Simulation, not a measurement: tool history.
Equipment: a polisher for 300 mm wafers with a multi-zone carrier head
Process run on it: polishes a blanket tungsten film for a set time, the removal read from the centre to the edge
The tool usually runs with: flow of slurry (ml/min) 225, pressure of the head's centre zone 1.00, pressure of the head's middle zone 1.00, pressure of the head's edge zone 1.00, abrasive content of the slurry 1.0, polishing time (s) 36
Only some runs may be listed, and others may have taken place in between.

run,day,flow of slurry (ml/min),pressure of the head's centre zone,pressure of the head's middle zone,pressure of the head's edge zone,abrasive content of the slurry,polishing time (s),wafers since the last listed run,wafers polished on this pad,hours since the slurry nozzle was cleaned,hours since the centre zone pressure was calibrated,hours since the edge zone pressure was calibrated,hours since the carrier head's membrane was replaced,"incoming thickness of the incoming film, nm",film removed at the wafer's centre (Å),film removed at mid-radius (Å),film removed at the wafer's edge (Å)
1,0.000,225,1.00,1.00,1.00,1.0,36,0,377,217.0,469.0,22.9,714.0,1148.0,1295,1251,1261
2,1.383,225,1.00,1.00,1.00,1.0,36,347,724,250.2,502.2,56.1,747.2,1143.9,1325,1253,1278
3,2.192,225,1.00,1.00,1.00,1.0,36,202,927,269.6,521.6,75.5,766.6,1165.7,1311,1223,1247
4,3.275,285,1.00,0.97,1.00,1.0,36,271,1199,295.6,547.6,101.5,792.6,1125.9,1362,1263,1293
5,4.350,225,1.00,0.89,0.90,1.0,36,269,1469,321.4,573.4,127.3,818.4,1165.4,1299,1157,1249
# day 5.117: worn pad replaced by a new one
6,5.229,155,1.05,1.00,1.00,1.0,36,178,28,342.5,594.5,148.4,839.5,1160.3,1282,1175,1203
# day 5.629: slurry nozzle cleaned
7,6.242,225,1.00,0.95,1.00,1.0,27,243,272,14.7,618.8,172.7,863.8,1136.1,990,903,963
8,6.954,225,1.00,1.03,1.00,1.0,36,178,450,31.8,635.9,189.8,880.9,1139.5,1306,1266,1289
9,7.896,225,0.89,1.00,0.89,1.0,30,236,687,54.4,658.5,212.4,903.5,1131.4,986,1058,1005
10,9.388,195,0.94,1.00,1.00,1.0,47,374,1061,90.2,694.3,248.2,939.3,1170.1,1586,1581,1625
11,10.871,225,1.00,1.00,1.00,1.0,36,372,1434,125.8,729.9,283.8,974.9,1138.6,1323,1234,1301
# day 11.758: centre zone pressure recalibrated
12,12.154,225,1.00,1.00,1.00,0.9,36,301,1735,156.6,9.5,314.6,1005.7,1165.9,1305,1212,1231
# day 12.821: worn pad replaced by a new one
13,12.842,225,1.00,1.00,1.00,1.0,36,130,5,173.1,26.0,331.1,1022.2,1140.4,1333,1240,1280
14,14.175,225,1.00,1.08,1.00,1.0,36,334,340,205.1,58.0,363.1,1054.2,1158.7,1323,1318,1294
# day 15.154: carrier head's membrane replaced by a new one
15,15.562,225,1.00,0.94,1.00,1.0,42,295,636,238.4,91.3,396.4,9.8,1129.9,1522,1396,1487
16,16.650,225,1.00,0.91,1.00,1.3,36,272,909,264.5,117.4,422.5,35.9,1162.9,1399,1227,1397
17,17.950,225,1.00,1.00,1.00,1.0,32,326,1235,295.7,148.6,453.7,67.1,1149.5,1203,1116,1129
# day 18.342: slurry nozzle cleaned
18,19.350,225,1.00,1.00,1.00,1.2,36,340,1576,24.2,182.2,487.3,100.7,1137.9,1365,1309,1363
# day 20.862: worn pad replaced by a new one
19,22.621,225,1.00,1.00,0.94,1.0,40,779,441,102.7,260.7,565.8,179.2,1146.1,1484,1382,1431
20,23.262,225,0.89,1.00,0.89,1.0,30,161,602,118.1,276.1,581.2,194.6,1126.2,982,1028,1010
21,24.442,225,1.00,0.94,1.00,1.0,36,295,898,146.4,304.4,609.5,222.9,1149.3,1317,1196,1308

What if the next run were any one of these 5? Each begins from the tool's condition after run 21:
A,24.458,225,0.96,1.00,1.00,1.0,36,4,902,146.8,304.8,609.9,223.3,1165.4,?,?,?
B,24.458,225,1.00,1.00,1.00,0.9,43,4,902,146.8,304.8,609.9,223.3,1165.4,?,?,?
C,24.458,225,1.12,1.00,1.09,1.0,36,4,902,146.8,304.8,609.9,223.3,1165.4,?,?,?
D,24.458,280,1.00,1.00,0.92,1.0,36,4,902,146.8,304.8,609.9,223.3,1165.4,?,?,?
E,24.458,225,0.89,1.10,0.96,1.0,36,4,902,146.8,304.8,609.9,223.3,1165.4,?,?,?

run,film removed at the wafer's centre (Å),film removed at mid-radius (Å),film removed at the wafer's edge (Å)
A,1267,1231,1264
B,1539,1435,1473
C,1480,1230,1305
D,1361,1265,1253
E,1175,1317,1244
Without the tool's hidden state the same runs would have given:
run,film removed at the wafer's centre (Å),film removed at mid-radius (Å),film removed at the wafer's edge (Å)
A,1267,1231,1264
B,1539,1435,1473
C,1480,1230,1305
D,1361,1265,1253
E,1175,1317,1244
